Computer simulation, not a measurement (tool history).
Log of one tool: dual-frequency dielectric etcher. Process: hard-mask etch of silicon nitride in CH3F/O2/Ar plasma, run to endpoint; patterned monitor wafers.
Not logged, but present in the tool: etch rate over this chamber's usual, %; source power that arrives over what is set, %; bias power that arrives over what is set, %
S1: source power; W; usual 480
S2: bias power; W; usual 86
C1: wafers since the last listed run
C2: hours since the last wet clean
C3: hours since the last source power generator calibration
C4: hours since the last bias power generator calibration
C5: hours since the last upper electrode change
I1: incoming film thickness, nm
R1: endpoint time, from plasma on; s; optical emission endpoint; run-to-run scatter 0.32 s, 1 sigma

| run | hour | S1 | S2 | C1 | C2 | C3 | C4 | C5 | I1 | R1 |
|---|---|---|---|---|---|---|---|---|---|---|
| 1 | 0.0 | 480 | 86 | 0 | 391.5 | 2255.5 | 1427.7 | 3540.7 | 38.80 | 49.4 |
| 2 | 37.9 | 480 | 92 | 522 | 429.4 | 2293.4 | 1465.6 | 3578.6 | 39.02 | 47.5 |
|  | 106.7 | wet clean of the chamber |
| 3 | 136.6 | 480 | 92 | 1030 | 29.9 | 2392.1 | 1564.3 | 3677.3 | 39.19 | 50.1 |
| 4 | 205.9 | 510 | 81 | 956 | 99.2 | 2461.4 | 1633.6 | 3746.6 | 38.88 | 50.3 |
| 5 | 310.4 | 510 | 81 | 1441 | 203.7 | 2565.9 | 1738.1 | 3851.1 | 39.30 | 50.3 |
| 6 | 381.0 | 510 | 81 | 974 | 274.3 | 2636.5 | 1808.7 | 3921.7 | 39.36 | 49.9 |
| 7 | 479.9 | 480 | 86 | 1364 | 373.2 | 2735.4 | 1907.6 | 4020.6 | 39.10 | 49.5 |
|  | 519.6 | wet clean of the chamber |
| 8 | 520.1 | 480 | 90 | 223 | 0.5 | 2775.6 | 1947.8 | 4060.8 | 38.65 | 50.1 |
| 9 | 579.1 | 480 | 90 | 813 | 59.5 | 2834.6 | 2006.8 | 4119.8 | 39.13 | 51.3 |
| 10 | 619.7 | 480 | 81 | 560 | 100.1 | 2875.2 | 2047.4 | 4160.4 | 38.43 | 51.6 |
| 11 | 663.2 | 520 | 86 | 600 | 143.6 | 2918.7 | 2090.9 | 4203.9 | 39.02 | 49.4 |
| 12 | 747.7 | 480 | 99 | 1165 | 228.1 | 3003.2 | 2175.4 | 4288.4 | 38.69 | 48.0 |
| 13 | 812.8 | 480 | 99 | 898 | 293.2 | 3068.3 | 2240.5 | 4353.5 | 38.44 | 47.1 |
| 14 | 881.5 | 480 | 99 | 947 | 361.9 | 3137.0 | 2309.2 | 4422.2 | 38.87 | 46.9 |
| 15 | 955.9 | 480 | 77 | 1026 | 436.3 | 3211.4 | 2383.6 | 4496.6 | 38.85 | 51.8 |
|  | 1028.4 | wet clean of the chamber |
| 16 | 1052.3 | 440 | 75 | 998 | 23.9 | 3307.8 | 2480.0 | 4593.0 | 38.95 | 56.1 |
| 17 | 1097.6 | 400 | 107 | 624 | 69.2 | 3353.1 | 2525.3 | 4638.3 | 38.56 | 50.3 |
| 18 | 1191.6 | 360 | 64 | 1296 | 163.2 | 3447.1 | 2619.3 | 4732.3 | 38.50 | 63.5 |
| 19 | 1239.9 | 450 | 74 | 666 | 211.5 | 3495.4 | 2667.6 | 4780.6 | 38.86 | 54.6 |
|  | 1349.3 | upper electrode replaced |
| 20 | 1349.8 | 520 | 86 | 1185 | 321.4 | 3605.3 | 2777.5 | 0.5 | 38.78 | 47.8 |
| 21 | 1390.4 | 480 | 92 | 560 | 362.0 | 3645.9 | 2818.1 | 41.1 | 38.65 | 47.6 |
|  | 1524.4 | wet clean of the chamber |
|  | 1549.6 | source power generator calibrated |
| 22 | 1573.6 | 480 | 86 | 2141 | 49.2 | 24.0 | 3001.3 | 224.3 | 38.94 | 51.8 |
| 23 | 1611.6 | 450 | 86 | 524 | 87.2 | 62.0 | 3039.3 | 262.3 | 38.94 | 52.9 |
| 24 | 1704.7 | 390 | 73 | 1284 | 180.3 | 155.1 | 3132.4 | 355.4 | 38.77 | 58.6 |
| 25 | 1762.3 | 550 | 74 | 794 | 237.9 | 212.7 | 3190.0 | 413.0 | 38.64 | 49.7 |
|  | 1784.7 | bias power generator calibrated |
| 26 | 1805.6 | 450 | 86 | 542 | 281.2 | 256.0 | 20.9 | 456.3 | 38.60 | 50.9 |
|  | 2008.3 | wet clean of the chamber |
| 27 | 2008.8 | 480 | 94 | 2472 | 0.5 | 459.2 | 224.1 | 659.5 | 38.48 | 48.5 |
| 28 | 2058.7 | 420 | 105 | 688 | 50.4 | 509.1 | 274.0 | 709.4 | 38.44 | 49.3 |
| 29 | 2138.7 | 480 | 101 | 1103 | 130.4 | 589.1 | 354.0 | 789.4 | 38.97 | 47.5 |
| 30 | 2235.3 | 430 | 98 | 1332 | 227.0 | 685.7 | 450.6 | 886.0 | 38.83 | 49.5 |
| 31 | 2337.8 | 480 | 77 | 1414 | 329.5 | 788.2 | 553.1 | 988.5 | 38.92 | 50.6 |

5 options for the next run, each taken on its own from the tool as it stands now. Forecast them:
| A | 2338.2 | 480 | 86 | 5 | 329.9 | 788.6 | 553.5 | 988.9 | 39.16 | ? |
| B | 2338.2 | 480 | 102 | 5 | 329.9 | 788.6 | 553.5 | 988.9 | 39.16 | ? |
| C | 2338.2 | 540 | 68 | 5 | 329.9 | 788.6 | 553.5 | 988.9 | 39.16 | ? |
| D | 2338.2 | 590 | 79 | 5 | 329.9 | 788.6 | 553.5 | 988.9 | 39.16 | ? |
| E | 2338.2 | 560 | 86 | 5 | 329.9 | 788.6 | 553.5 | 988.9 | 39.16 | ? |

| run | R1 |
|---|---|
| A | 49.6 |
| B | 46.5 |
| C | 51.2 |
| D | 46.7 |
| E | 46.3 |
Stripped of hidden state, with their random variation kept, the same runs would have yielded:
| run | R1 |
|---|---|
| A | 51.7 |
| B | 48.4 |
| C | 53.4 |
| D | 48.7 |
| E | 48.3 |
